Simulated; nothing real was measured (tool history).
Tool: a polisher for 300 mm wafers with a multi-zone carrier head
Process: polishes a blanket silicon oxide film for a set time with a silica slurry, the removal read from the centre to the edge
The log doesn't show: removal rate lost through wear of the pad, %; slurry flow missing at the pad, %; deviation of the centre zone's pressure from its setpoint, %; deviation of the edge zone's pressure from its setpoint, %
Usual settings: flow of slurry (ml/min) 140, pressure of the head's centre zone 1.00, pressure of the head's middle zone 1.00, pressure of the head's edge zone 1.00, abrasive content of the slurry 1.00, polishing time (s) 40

run,hour,flow of slurry (ml/min),pressure of the head's centre zone,pressure of the head's middle zone,pressure of the head's edge zone,abrasive content of the slurry,polishing time (s),wafers since the last listed run,wafers polished on this pad,hours since the slurry nozzle was cleaned,hours since the centre zone pressure was calibrated,hours since the edge zone pressure was calibrated,hours since the carrier head's membrane was replaced,"incoming thickness of the incoming film, nm",film removed at the wafer's centre (Å),film removed at mid-radius (Å),film removed at the wafer's edge (Å)
1,0.0,140,1.00,1.00,1.00,1.00,40,0,3332,602.7,551.3,824.0,680.0,1034.2,1285,1320,1353
# hour 4.5: carrier head's membrane replaced by a new one
# hour 42.0: worn pad replaced by a new one
2,98.6,140,1.00,1.00,1.00,1.00,40,1173,736,701.3,649.9,922.6,94.1,1064.1,1436,1439,1452
3,161.1,170,1.00,1.00,1.00,1.00,40,813,1550,763.8,712.4,985.1,156.6,1071.6,1427,1421,1421
# hour 197.1: slurry nozzle cleaned
4,220.4,170,1.00,1.00,1.00,1.00,40,758,2308,23.3,771.7,1044.4,215.9,1067.5,1408,1399,1421
# hour 283.0: worn pad replaced by a new one
5,303.3,170,1.00,1.00,1.00,1.00,40,1026,264,106.2,854.6,1127.3,298.8,1048.1,1575,1519,1555
6,374.3,140,1.00,0.91,1.00,1.00,40,924,1188,177.2,925.6,1198.3,369.8,1027.9,1409,1293,1381
# hour 445.9: edge zone pressure recalibrated
# hour 447.3: centre zone pressure recalibrated
7,475.2,140,1.00,1.00,1.00,1.00,40,1269,2457,278.1,27.9,29.3,470.7,1047.8,1326,1322,1350
# hour 539.0: worn pad replaced by a new one
8,539.5,140,1.00,1.00,1.00,1.00,40,784,5,342.4,92.2,93.6,535.0,1064.0,1535,1523,1544
9,635.1,140,1.00,1.00,1.04,1.00,31,1244,1250,438.0,187.8,189.2,630.6,1050.4,1079,1074,1113
# hour 701.7: carrier head's membrane replaced by a new one
10,708.6,140,1.00,0.97,1.00,1.00,30,891,2141,511.5,261.3,262.7,6.9,1064.9,1002,986,1040
11,795.9,175,1.09,1.00,1.00,1.20,40,1136,3277,598.8,348.6,350.0,94.2,1051.8,1586,1499,1527
# hour 801.8: worn pad replaced by a new one
12,842.4,140,1.00,1.00,1.00,0.75,40,553,528,645.3,395.1,396.5,140.7,1050.0,1243,1256,1262
# hour 916.0: slurry nozzle cleaned
13,946.9,140,1.00,1.00,1.00,1.00,40,1346,1875,30.9,499.6,501.0,245.2,1057.0,1379,1367,1373
14,983.2,165,1.00,1.00,1.00,1.00,36,472,2348,67.2,535.9,537.3,281.5,1060.0,1255,1256,1279
15,1058.6,140,1.00,1.00,1.00,1.25,40,981,3329,142.6,611.3,612.7,356.9,1048.8,1519,1484,1488
# hour 1086.7: worn pad replaced by a new one
16,1114.9,140,1.00,1.00,1.00,1.00,40,680,367,198.9,667.6,669.0,413.2,1044.5,1469,1447,1469
17,1196.0,140,1.00,1.00,1.12,1.00,40,1055,1422,280.0,748.7,750.1,494.3,1049.0,1402,1360,1462
18,1235.5,140,1.00,0.96,1.06,1.00,40,514,1936,319.5,788.2,789.6,533.8,1029.1,1370,1287,1390
# hour 1331.5: carrier head's membrane replaced by a new one
19,1332.3,140,1.00,1.00,1.10,1.00,40,1194,3131,416.3,885.0,886.4,0.8,1037.8,1404,1316,1416
# hour 1374.5: worn pad replaced by a new one
# hour 1400.3: centre zone pressure recalibrated
20,1400.8,140,1.07,1.00,0.90,1.15,40,813,316,484.8,0.5,954.9,69.3,1038.0,1624,1575,1524

4 ways to go on from here, each from the tool as it stands after run 20. What would each give?
A,1401.2,140,1.00,0.90,1.00,1.00,40,5,321,485.2,0.9,955.3,69.7,1045.6,?,?,?
B,1401.2,140,1.00,1.00,1.00,1.00,45,5,321,485.2,0.9,955.3,69.7,1045.6,?,?,?
C,1401.2,175,0.94,1.00,1.00,1.00,50,5,321,485.2,0.9,955.3,69.7,1045.6,?,?,?
D,1401.2,140,1.00,1.00,1.00,0.90,40,5,321,485.2,0.9,955.3,69.7,1045.6,?,?,?

run,film removed at the wafer's centre (Å),film removed at mid-radius (Å),film removed at the wafer's edge (Å)
A,1421,1348,1487
B,1600,1657,1671
C,1765,1910,1906
D,1350,1398,1410
Without the tool's hidden state the same runs would have given:
run,film removed at the wafer's centre (Å),film removed at mid-radius (Å),film removed at the wafer's edge (Å)
A,1474,1404,1549
B,1660,1725,1740
C,1831,1989,1985
D,1401,1456,1468
